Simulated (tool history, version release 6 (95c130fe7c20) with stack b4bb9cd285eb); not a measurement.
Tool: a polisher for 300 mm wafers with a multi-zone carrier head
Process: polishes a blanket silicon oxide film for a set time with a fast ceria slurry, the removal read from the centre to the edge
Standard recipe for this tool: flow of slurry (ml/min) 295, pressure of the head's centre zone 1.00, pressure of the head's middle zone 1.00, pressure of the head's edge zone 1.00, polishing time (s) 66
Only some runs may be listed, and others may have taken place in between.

run     day  flow of slurry (ml/min)  pressure of the head's centre zone  pressure of the head's middle zone  pressure of the head's edge zone  polishing time (s)  wafers since the last listed run  wafers polished on this pad  hours since the slurry nozzle was cleaned  hours since the centre zone pressure was calibrated  hours since the edge zone pressure was calibrated  hours since the carrier head's membrane was replaced  incoming thickness of the incoming film, nm  film removed at the wafer's centre (nm)  film removed at mid-radius (nm)  film removed at the wafer's edge (nm)
  1   0.000                      295                                1.00                                1.00                              1.00                  66                                 0                         2234                                      351.5                                                 55.9                                              472.1                                                 592.0                                       2412.7                                    921.5                            941.2                                  955.0
  2   1.892                      365                                0.91                                1.00                              1.06                  66                               487                         2721                                      396.9                                                101.3                                              517.5                                                 637.4                                       2440.6                                    852.4                            962.4                                  990.1
  3   6.229                      295                                1.00                                1.00                              1.08                  79                              1117                         3839                                      501.0                                                205.4                                              621.6                                                 741.5                                       2445.5                                   1065.1                           1107.7                                 1154.2
  4   7.929                      295                                1.00                                1.00                              1.00                  66                               438                         4277                                      541.8                                                246.2                                              662.4                                                 782.3                                       2458.1                                    885.3                            938.1                                  934.1
  5  10.425                      295                                1.00                                0.91                              1.00                  66                               643                         4921                                      601.7                                                306.1                                              722.3                                                 842.2                                       2440.5                                    890.1                            858.3                                  911.4
  6  12.912                      295                                1.00                                1.00                              1.00                  66                               641                         5562                                      661.4                                                365.8                                              782.0                                                 901.9                                       2476.0                                    883.2                            899.8                                  910.9
  7  15.133                      210                                1.05                                1.00                              1.00                  66                               572                         6134                                      714.7                                                419.1                                              835.3                                                 955.2                                       2407.6                                    863.8                            867.3                                  881.7
     18.150  -- slurry nozzle cleaned
  8  18.821                      295                                1.00                                1.08                              1.00                  66                               939                         7074                                       16.1                                                507.6                                              923.8                                                1043.7                                       2415.2                                    907.1                           1013.5                                  924.0
     21.008  -- worn pad replaced by a new one
  9  21.817                      295                                1.00                                1.00                              1.00                  88                               729                          207                                       88.0                                                579.5                                              995.7                                                1115.6                                       2417.1                                   1294.3                           1378.9                                 1332.6
 10  26.079                      295                                1.06                                1.09                              1.00                  66                              1098                         1306                                      190.3                                                681.8                                             1098.0                                                1217.9                                       2397.2                                   1027.8                           1083.3                                  987.2
     27.521  -- edge zone pressure recalibrated
     28.329  -- centre zone pressure recalibrated
 11  28.517                      295                                1.00                                1.00                              1.00                  66                               585                         1891                                      248.8                                                  4.5                                               23.9                                                1276.4                                       2480.6                                    936.3                            971.0                                  990.8
     30.104  -- carrier head's membrane replaced by a new one
 12  31.483                      295                                1.00                                1.00                              1.00                  47                               710                         2602                                      320.0                                                 75.7                                               95.1                                                  33.1                                       2465.4                                    681.1                            705.4                                  686.4

Expected results for the next run?
 13  35.679                      210                                1.00                                1.06                              1.00                  51                              1081                         3684                                      420.7                                                176.4                                              195.8                                                 133.8                                       2411.7                                        ?                                ?                                      ?

{"run 13": {"film removed at the wafer's centre (nm)": 710.0, "film removed at mid-radius (nm)": 765.8, "film removed at the wafer's edge (nm)": 722.6}}
The same run, on a tool lacking any hidden state, would have yielded film removed at the wafer's centre (nm) 758.5, film removed at mid-radius (nm) 815.7, film removed at the wafer's edge (nm) 765.0.
